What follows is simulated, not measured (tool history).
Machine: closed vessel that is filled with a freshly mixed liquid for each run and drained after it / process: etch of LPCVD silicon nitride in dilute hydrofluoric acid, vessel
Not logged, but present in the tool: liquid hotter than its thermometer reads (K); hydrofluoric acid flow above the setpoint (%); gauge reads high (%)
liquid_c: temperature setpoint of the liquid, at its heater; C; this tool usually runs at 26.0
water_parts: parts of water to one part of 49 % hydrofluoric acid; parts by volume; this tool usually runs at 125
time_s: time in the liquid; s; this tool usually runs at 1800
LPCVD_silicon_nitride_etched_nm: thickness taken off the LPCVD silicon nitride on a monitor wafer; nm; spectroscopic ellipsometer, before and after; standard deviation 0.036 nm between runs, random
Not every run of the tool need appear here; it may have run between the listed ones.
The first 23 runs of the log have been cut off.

run	hour	liquid_c	water_parts	time_s	wafers since the last listed run	hours since the thermometer was replaced	hours since the hydrofluoric acid flow meter was replaced	hours since the gauge calibration	read-back film thickness of the LPCVD silicon nitride reference wafer, read on the same gauge (nm)	LPCVD_silicon_nitride_etched_nm
24	608.4	26.0	105	1280	306	382.3	574.0	665.4	140.00	7.43
25	680.5	26.0	125	1800	1676	454.4	646.1	737.5	140.03	8.88
26	712.2	26.0	125	1800	737	486.1	677.8	769.2	139.99	8.83
27	729.2	21.0	140	1285	395	503.1	694.8	786.2	139.99	4.09
28	745.1	26.0	125	2570	369	519.0	710.7	802.1	140.00	12.68
29	771.9	29.5	125	1800	623	545.8	737.5	828.9	140.02	11.09
30	785.6	26.0	125	1800	318	559.5	751.2	842.6	140.00	8.92
31	815.3	26.0	185	1140	690	589.2	780.9	872.3	139.97	3.81

Here are 5 independent what-if runs from the current tool condition. What would each one return?
A	816.5	26.0	175	1800	27	590.4	782.1	873.5	?	?
B	816.5	30.5	140	1800	27	590.4	782.1	873.5	?	?
C	816.5	23.5	155	1190	27	590.4	782.1	873.5	?	?
D	816.5	22.5	105	2680	27	590.4	782.1	873.5	?	?
E	816.5	31.0	140	2145	27	590.4	782.1	873.5	?	?

run	read-back film thickness of the LPCVD silicon nitride reference wafer, read on the same gauge (nm)	LPCVD_silicon_nitride_etched_nm
A	140.02	6.41
B	140.02	10.59
C	140.02	4.08
D	140.02	12.63
E	140.02	13.01
Take away the tool's hidden state, keep each run's random variation, and the runs would have read:
run	LPCVD_silicon_nitride_etched_nm
A	6.24
B	10.32
C	3.97
D	12.27
E	12.68
